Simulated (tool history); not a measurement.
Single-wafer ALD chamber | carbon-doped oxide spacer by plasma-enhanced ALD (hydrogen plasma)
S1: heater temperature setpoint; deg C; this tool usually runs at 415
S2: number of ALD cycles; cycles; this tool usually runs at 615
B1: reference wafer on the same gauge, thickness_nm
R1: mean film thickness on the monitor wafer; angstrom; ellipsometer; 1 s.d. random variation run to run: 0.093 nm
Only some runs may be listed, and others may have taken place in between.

run 1 hour=0 | S1=415 S2=615 | B1=26.692 | R1=257.96
run 2 hour=70.7 | S1=415 S2=543 | B1=26.71 | R1=228.7
run 3 hour=98 | S1=415 S2=543 | B1=26.639 | R1=227.8
run 4 hour=224.1 | S1=415 S2=543 | B1=26.726 | R1=226.92
run 5 hour=294.6 | S1=415 S2=615 | B1=26.711 | R1=257.37
run 6 hour=329 | S1=415 S2=615 | B1=26.761 | R1=258.67
run 7 hour=524.4 | S1=415 S2=615 | B1=26.716 | R1=258.2
run 8 hour=556.4 | S1=415 S2=615 | B1=26.731 | R1=258.4
run 9 hour=592.4 | S1=415 S2=615 | B1=26.686 | R1=258.73
run 10 hour=649.5 | S1=415 S2=615 | B1=26.728 | R1=258.55
run 11 hour=684.4 | S1=415 S2=615 | B1=26.686 | R1=257.14
run 12 hour=738.1 | S1=415 S2=615 | B1=26.697 | R1=256.01
run 13 hour=801.9 | S1=415 S2=615 | B1=26.687 | R1=258.72
run 14 hour=854.1 | S1=407 S2=570 | B1=26.678 | R1=245.22
run 15 hour=908 | S1=427 S2=569 | B1=26.743 | R1=228.34
-- hour=923.2 gauge calibrated
run 16 hour=951.5 | S1=415 S2=615 | B1=26.765 | R1=259.04
run 17 hour=1012.3 | S1=428 S2=505 | B1=26.683 | R1=201.09
run 18 hour=1066.5 | S1=404 S2=662 | B1=26.716 | R1=287.77
run 19 hour=1091.6 | S1=415 S2=615 | B1=26.669 | R1=259.7
run 20 hour=1160.5 | S1=401 S2=652 | B1=26.695 | R1=287.08
run 21 hour=1188.4 | S1=428 S2=526 | B1=26.707 | R1=208.3
-- hour=1208.6 thermocouple changed; heater temperature recalibrated
run 22 hour=1352.1 | S1=406 S2=615 | B1=26.687 | R1=271.06
run 23 hour=1401.5 | S1=407 S2=557 | B1=26.733 | R1=243.58
run 24 hour=1453.6 | S1=409 S2=615 | B1=26.691 | R1=267.25
run 25 hour=1492.3 | S1=424 S2=680 | B1=26.683 | R1=279.59
run 26 hour=1549.1 | S1=415 S2=615 | B1=26.706 | R1=259.38
run 27 hour=1610.7 | S1=415 S2=615 | B1=26.663 | R1=260.32
run 28 hour=1655.5 | S1=415 S2=615 | B1=26.681 | R1=260.5

4 ways to go on from here, each from the tool as it stands after run 28. What would each give?
run A hour=1656.8 | S1=415 S2=615 | B1=? | R1=?
run B hour=1656.8 | S1=415 S2=676 | B1=? | R1=?
run C hour=1656.8 | S1=407 S2=615 | B1=? | R1=?
run D hour=1656.8 | S1=404 S2=615 | B1=? | R1=?

run=A B1=26.742 R1=261.2
run=B B1=26.742 R1=287.11
run=C B1=26.742 R1=268.78
run=D B1=26.742 R1=271.63
Without the tool's unlogged condition, the same runs would have read:
run=A R1=264.63
run=B R1=290.88
run=C R1=272.21
run=D R1=275.06
